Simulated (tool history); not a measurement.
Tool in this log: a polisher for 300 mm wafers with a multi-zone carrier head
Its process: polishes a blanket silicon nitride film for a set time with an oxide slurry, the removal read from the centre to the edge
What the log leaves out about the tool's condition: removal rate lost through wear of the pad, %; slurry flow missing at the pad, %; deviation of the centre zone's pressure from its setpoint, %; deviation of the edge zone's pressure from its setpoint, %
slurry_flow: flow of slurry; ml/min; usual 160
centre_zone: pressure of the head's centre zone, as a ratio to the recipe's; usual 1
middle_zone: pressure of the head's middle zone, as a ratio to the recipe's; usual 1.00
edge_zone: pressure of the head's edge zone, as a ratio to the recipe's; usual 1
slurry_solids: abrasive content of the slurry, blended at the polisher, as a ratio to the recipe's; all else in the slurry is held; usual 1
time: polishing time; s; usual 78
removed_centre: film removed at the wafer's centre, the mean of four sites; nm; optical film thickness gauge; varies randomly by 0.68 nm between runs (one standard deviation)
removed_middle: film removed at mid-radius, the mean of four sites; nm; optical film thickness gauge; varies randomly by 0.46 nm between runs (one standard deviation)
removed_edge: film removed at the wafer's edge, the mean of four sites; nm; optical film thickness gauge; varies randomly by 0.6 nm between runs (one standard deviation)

run,day,slurry_flow,centre_zone,middle_zone,edge_zone,slurry_solids,time,wafers since the last listed run,wafers polished on this pad,hours since the slurry nozzle was cleaned,hours since the centre zone pressure was calibrated,hours since the edge zone pressure was calibrated,hours since the carrier head's membrane was replaced,"incoming thickness of the incoming film, nm",removed_centre,removed_middle,removed_edge
1,0.000,160,1,1.00,1,1,78,0,192,393.6,364.4,934.0,438.5,574.6,57.5,55.4,54.0
2,0.379,160,1,1.00,1,1,78,89,282,402.7,373.5,943.1,447.6,575.3,58.0,55.1,53.4
3,1.071,160,1,1.00,1,1,78,163,446,419.3,390.1,959.7,464.2,583.1,59.0,54.9,52.4
# day 1.538: edge zone pressure recalibrated
4,1.558,160,1,1.00,1,1,78,95,541,431.0,401.8,0.5,475.9,589.2,57.9,54.5,53.7
5,1.729,160,1,1.00,1,1,78,40,582,435.1,405.9,4.6,480.0,569.9,59.2,55.2,53.8
6,2.458,160,1,0.96,1,1,78,172,754,452.6,423.4,22.1,497.5,587.0,59.6,53.6,54.1
7,3.129,160,1,0.96,1,1,78,158,912,468.7,439.5,38.2,513.6,583.4,59.5,53.7,53.4
8,3.521,160,1,0.96,1,1,78,92,1005,478.1,448.9,47.6,523.0,580.0,59.3,53.4,53.5
# day 3.812: centre zone pressure recalibrated
9,3.833,160,1,1.00,1,1,78,54,1059,485.6,0.5,55.1,530.5,583.5,53.7,55.7,53.4
10,4.533,160,1,1.00,1,1,71,165,1225,502.4,17.3,71.9,547.3,576.1,49.7,50.3,48.4
# day 5.150: worn pad replaced by a new one
11,5.167,160,1,1.00,1,1,97,110,4,517.6,32.5,87.1,562.5,576.6,68.0,68.6,65.7

What does the tool deliver on the next run?
12,5.708,160,1,1.00,1,1,78,128,132,530.6,45.5,100.1,575.5,571.7,?,?,?

{"run 12": {"removed_centre": 55.0, "removed_middle": 55.5, "removed_edge": 53.9}}
The same run, on a tool lacking any hidden state, would have yielded removed_centre 52.5 nm, removed_middle 55.5 nm, removed_edge 53.9 nm.
